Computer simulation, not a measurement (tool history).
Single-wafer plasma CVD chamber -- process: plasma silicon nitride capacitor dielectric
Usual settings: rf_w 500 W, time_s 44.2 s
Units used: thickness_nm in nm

run    hour  rf_w  time_s  read-back reference wafer on the same gauge, thickness_nm  thickness_nm
  1     0.0   470    44.2                                                     72.208        71.559
  2    82.0   470    44.2                                                     72.198        72.633
  3   145.4   500    44.2                                                     72.312        72.614
  4   244.6   500    44.2                                                     72.232        73.080
  5   281.7   535    38.3                                                     72.360        65.155
      314.7  -- RF generator calibrated
  6   338.0   500    44.2                                                     72.171        75.124
  7   374.8   500    44.2                                                     72.190        74.429
  8   457.3   500    44.2                                                     72.234        74.514
  9   559.3   500    44.2                                                     72.348        74.244
 10   628.8   500    44.2                                                     72.188        73.824
 11   691.9   500    44.2                                                     72.169        74.556
 12   731.6   500    44.2                                                     72.135        74.569
 13   791.2   500    44.2                                                     72.212        73.131
 14   863.4   500    44.2                                                     72.172        73.518
 15   943.8   500    44.2                                                     72.163        73.529
 16   988.8   500    44.2                                                     72.129        73.403
 17  1053.2   500    44.2                                                     72.202        73.934
 18  1142.7   500    44.2                                                     72.279        73.933
     1185.5  -- gauge calibrated
 19  1197.2   500    44.2                                                     72.231        73.005
 20  1239.5   575    53.0                                                     72.161        92.183
     1247.6  -- showerhead replaced
     1256.5  -- RF generator calibrated
 21  1527.0   500    44.2                                                     72.190        74.142
 22  1693.0   585    39.6                                                     72.335        70.259
 23  1756.5   555    44.2                                                     72.206        76.320
 24  1834.8   410    41.9                                                     72.309        65.455
 25  1904.7   500    44.2                                                     72.259        73.688
 26  1955.8   430    47.3                                                     72.234        75.104
 27  2012.1   500    44.2                                                     72.213        73.632
 28  2080.4   465    49.3                                                     72.357        79.588
     2098.0  -- RF generator calibrated
 29  2295.3   455    48.8                                                     72.136        78.665
 30  2358.8   500    38.6                                                     72.323        64.158
 31  2395.9   575    50.0                                                     72.100        86.908
 32  2475.0   445    51.7                                                     72.152        82.720
 33  2519.5   550    35.7                                                     72.247        61.705
 34  2612.6   465    49.3                                                     72.313        79.916
 35  2706.6   580    52.4                                                     72.072        90.720
 36  2814.2   565    39.4                                                     72.113        67.974
 37  2918.4   500    44.2                                                     72.255        73.379
     3001.6  -- RF generator calibrated
 38  3002.1   435    37.9                                                     72.073        61.026
 39  3051.4   500    44.2                                                     72.275        75.072

Here are 4 independent what-if runs from the current tool condition. What would each one return?
  A  3051.8   500    44.2                                                          ?             ?
  B  3051.8   540    44.2                                                          ?             ?
  C  3051.8   550    37.0                                                          ?             ?
  D  3051.8   500    47.5                                                          ?             ?

run  read-back reference wafer on the same gauge, thickness_nm  thickness_nm
  A                                                     72.078        74.777
  B                                                     72.078        76.787
  C                                                     72.078        64.684
  D                                                     72.078        80.360
With no hidden state in the tool, these same runs would have given:
run  thickness_nm
  A        75.089
  B        77.107
  C        64.953
  D        80.695
